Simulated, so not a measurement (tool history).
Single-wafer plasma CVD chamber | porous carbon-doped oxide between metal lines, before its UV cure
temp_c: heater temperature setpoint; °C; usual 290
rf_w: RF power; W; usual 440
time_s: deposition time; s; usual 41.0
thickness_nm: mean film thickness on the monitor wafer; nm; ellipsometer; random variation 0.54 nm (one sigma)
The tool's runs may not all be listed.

| run | hour | temp_c | rf_w | time_s | wafers since the last listed run | hours since the last thermocouple change | hours since the last RF generator calibration | hours since the showerhead was replaced | hours since the gauge calibration | read-back reference wafer on the same gauge, thickness_nm | thickness_nm |
|---|---|---|---|---|---|---|---|---|---|---|---|
| 1 | 0.0 | 290 | 500 | 46.9 | 0 | 1192.3 | 1159.9 | 1943.9 | 487.8 | 224.821 | 285.775 |
| 2 | 56.4 | 290 | 500 | 46.9 | 690 | 1248.7 | 1216.3 | 2000.3 | 544.2 | 225.076 | 287.492 |
|  | 93.8 | thermocouple changed; heater temperature recalibrated |
| 3 | 107.6 | 290 | 500 | 46.9 | 528 | 13.8 | 1267.5 | 2051.5 | 595.4 | 225.073 | 289.660 |
| 4 | 159.7 | 290 | 440 | 41.0 | 637 | 65.9 | 1319.6 | 2103.6 | 647.5 | 224.847 | 226.987 |
|  | 177.7 | RF generator calibrated |
| 5 | 199.1 | 290 | 440 | 41.0 | 384 | 105.3 | 21.4 | 2143.0 | 686.9 | 225.141 | 227.225 |
| 6 | 303.6 | 290 | 440 | 41.0 | 1278 | 209.8 | 125.9 | 2247.5 | 791.4 | 224.995 | 226.619 |
| 7 | 358.0 | 290 | 440 | 41.0 | 665 | 264.2 | 180.3 | 2301.9 | 845.8 | 224.829 | 227.008 |
| 8 | 459.9 | 290 | 440 | 41.0 | 1246 | 366.1 | 282.2 | 2403.8 | 947.7 | 224.775 | 226.757 |
| 9 | 507.0 | 290 | 440 | 41.0 | 576 | 413.2 | 329.3 | 2450.9 | 994.8 | 225.128 | 226.470 |
| 10 | 600.0 | 290 | 440 | 41.0 | 1137 | 506.2 | 422.3 | 2543.9 | 1087.8 | 224.785 | 225.581 |
| 11 | 658.6 | 290 | 415 | 41.0 | 716 | 564.8 | 480.9 | 2602.5 | 1146.4 | 225.063 | 213.886 |
| 12 | 722.9 | 290 | 415 | 41.0 | 786 | 629.1 | 545.2 | 2666.8 | 1210.7 | 225.081 | 213.383 |
| 13 | 805.6 | 290 | 415 | 41.0 | 1011 | 711.8 | 627.9 | 2749.5 | 1293.4 | 224.949 | 213.043 |
| 14 | 858.5 | 290 | 440 | 41.0 | 647 | 764.7 | 680.8 | 2802.4 | 1346.3 | 224.983 | 225.964 |
| 15 | 936.1 | 301 | 405 | 36.9 | 949 | 842.3 | 758.4 | 2880.0 | 1423.9 | 224.997 | 175.098 |
| 16 | 1018.3 | 290 | 440 | 41.0 | 1005 | 924.5 | 840.6 | 2962.2 | 1506.1 | 224.930 | 225.576 |
| 17 | 1079.8 | 282 | 440 | 41.0 | 752 | 986.0 | 902.1 | 3023.7 | 1567.6 | 225.016 | 237.813 |
|  | 1201.5 | showerhead replaced |
| 18 | 1316.6 | 290 | 440 | 41.0 | 2799 | 1222.8 | 1138.9 | 115.1 | 1804.4 | 224.932 | 224.603 |
| 19 | 1412.3 | 281 | 440 | 41.0 | 1170 | 1318.5 | 1234.6 | 210.8 | 1900.1 | 225.036 | 239.293 |
| 20 | 1504.7 | 290 | 440 | 35.2 | 1130 | 1410.9 | 1327.0 | 303.2 | 1992.5 | 225.124 | 194.190 |
|  | 1520.6 | gauge calibrated |
|  | 1530.0 | RF generator calibrated |
|  | 1568.3 | thermocouple changed; heater temperature recalibrated |
| 21 | 1772.6 | 290 | 375 | 45.1 | 3081 | 204.3 | 242.6 | 571.1 | 252.0 | 224.934 | 212.040 |
| 22 | 1862.7 | 285 | 360 | 47.8 | 1102 | 294.4 | 332.7 | 661.2 | 342.1 | 225.106 | 222.065 |
| 23 | 1961.0 | 304 | 405 | 37.5 | 1202 | 392.7 | 431.0 | 759.5 | 440.4 | 225.190 | 174.655 |
| 24 | 2065.3 | 290 | 440 | 38.3 | 1276 | 497.0 | 535.3 | 863.8 | 544.7 | 225.046 | 211.870 |
| 25 | 2138.7 | 305 | 370 | 43.4 | 898 | 570.4 | 608.7 | 937.2 | 618.1 | 224.851 | 183.376 |
| 26 | 2205.4 | 304 | 465 | 48.0 | 816 | 637.1 | 675.4 | 1003.9 | 684.8 | 224.901 | 253.767 |
| 27 | 2260.4 | 295 | 385 | 41.0 | 672 | 692.1 | 730.4 | 1058.9 | 739.8 | 224.948 | 191.401 |

Some steps in thickness_nm between neighbouring runs. How much of each would the tool show without its hidden state too (settings, what came in, random variation), and how much is left for the hidden state, with any gauge scatter that isn't in both results?
The hidden state here: wafer temperature above the value expected at the setpoint (K); delivered RF power above the setpoint (%); gauge reads high (%).
Run 2 -> 3: thermocouple changed; heater temperature recalibrated. thickness_nm +2.168 nm: hidden state +2.046, all else +0.122.
Run 3 -> 4: rf_w 500 -> 440, time_s 46.9 -> 41.0. thickness_nm -62.673 nm: hidden state -0.053, all else -62.620.
Run 20 -> 21: rf_w 440 -> 375, time_s 35.2 -> 45.1, gauge calibrated, RF generator calibrated, thermocouple changed; heater temperature recalibrated. thickness_nm +17.850 nm: hidden state +1.950, all else +15.900.
Run 25 -> 26: temp_c 305 -> 304, rf_w 370 -> 465, time_s 43.4 -> 48.0. thickness_nm +70.391 nm: hidden state -0.351, all else +70.742.
